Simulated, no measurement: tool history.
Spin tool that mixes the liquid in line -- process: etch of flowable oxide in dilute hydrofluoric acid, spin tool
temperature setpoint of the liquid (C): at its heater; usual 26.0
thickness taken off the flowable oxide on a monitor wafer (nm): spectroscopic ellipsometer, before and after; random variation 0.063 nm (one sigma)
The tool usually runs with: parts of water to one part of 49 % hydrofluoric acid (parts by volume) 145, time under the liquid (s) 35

run    hour  temperature setpoint of the liquid (C)  parts of water to one part of 49 % hydrofluoric acid (parts by volume)  time under the liquid (s)  wafers since the last listed run  hours since the thermometer was replaced  hours since the hydrofluoric acid flow meter was replaced  hours since the gauge calibration  read-back film thickness of the flowable oxide reference wafer, read on the same gauge (nm)  thickness taken off the flowable oxide on a monitor wafer (nm)
  1     0.0                                    26.0                                                                     145                         35                                 0                                    1598.6                                                      302.7                              251.3                                                                                        79.99                                                            7.27
  2    40.3                                    26.0                                                                     145                         35                               727                                    1638.9                                                      343.0                              291.6                                                                                        80.00                                                            7.21
  3   288.2                                    26.0                                                                     145                         35                              4474                                    1886.8                                                      590.9                              539.5                                                                                        80.00                                                            7.09
  4   390.2                                    26.0                                                                     145                         35                              1840                                    1988.8                                                      692.9                              641.5                                                                                        79.99                                                            6.97
      435.6  -- thermometer replaced
  5   465.3                                    26.0                                                                     145                         35                              1337                                      29.7                                                      768.0                              716.6                                                                                        80.01                                                            6.99
  6   514.3                                    26.0                                                                     180                         35                               884                                      78.7                                                      817.0                              765.6                                                                                        80.01                                                            5.42
  7   573.9                                    26.0                                                                     145                         35                              1075                                     138.3                                                      876.6                              825.2                                                                                        80.01                                                            6.95
      586.0  -- gauge calibrated
  8   610.3                                    26.0                                                                     145                         35                               656                                     174.7                                                      913.0                               24.3                                                                                        80.01                                                            6.90
  9   667.5                                    21.5                                                                      85                         20                              1032                                     231.9                                                      970.2                               81.5                                                                                        79.98                                                            6.07
 10   735.1                                    26.0                                                                     145                         35                              1220                                     299.5                                                     1037.8                              149.1                                                                                        79.99                                                            6.77
 11   777.8                                    24.0                                                                     190                         20                               770                                     342.2                                                     1080.5                              191.8                                                                                        80.01                                                            2.60
      818.1  -- hydrofluoric acid flow meter replaced
 12   884.6                                    31.0                                                                     165                         50                              1909                                     449.0                                                       66.5                              298.6                                                                                        80.01                                                           10.87
 13   965.3                                    24.0                                                                     175                         45                              1456                                     529.7                                                      147.2                              379.3                                                                                        79.99                                                            7.02
 14  1070.5                                    27.5                                                                     145                         25                              1898                                     634.9                                                      252.4                              484.5                                                                                        79.99                                                            5.52

Some steps in thickness taken off the flowable oxide on a monitor wafer (nm) between neighbouring runs. How much of each would the tool show without its hidden state too (settings, what came in, random variation), and how much is left for the hidden state, with any gauge scatter that isn't in both results?
Hidden state present: liquid colder than its thermometer reads (K); hydrofluoric acid flow below the setpoint (%); gauge reads high (%).
Run 10 -> 11: temperature setpoint of the liquid (C) 26.0 -> 24.0, parts of water to one part of 49 % hydrofluoric acid (parts by volume) 145 -> 190, time under the liquid (s) 35 -> 20. thickness taken off the flowable oxide on a monitor wafer (nm) -4.17: hidden state +0.41, all else -4.58.
Run 11 -> 12: temperature setpoint of the liquid (C) 24.0 -> 31.0, parts of water to one part of 49 % hydrofluoric acid (parts by volume) 190 -> 165, time under the liquid (s) 20 -> 50, hydrofluoric acid flow meter replaced. thickness taken off the flowable oxide on a monitor wafer (nm) +8.27: hidden state +0.21, all else +8.06.
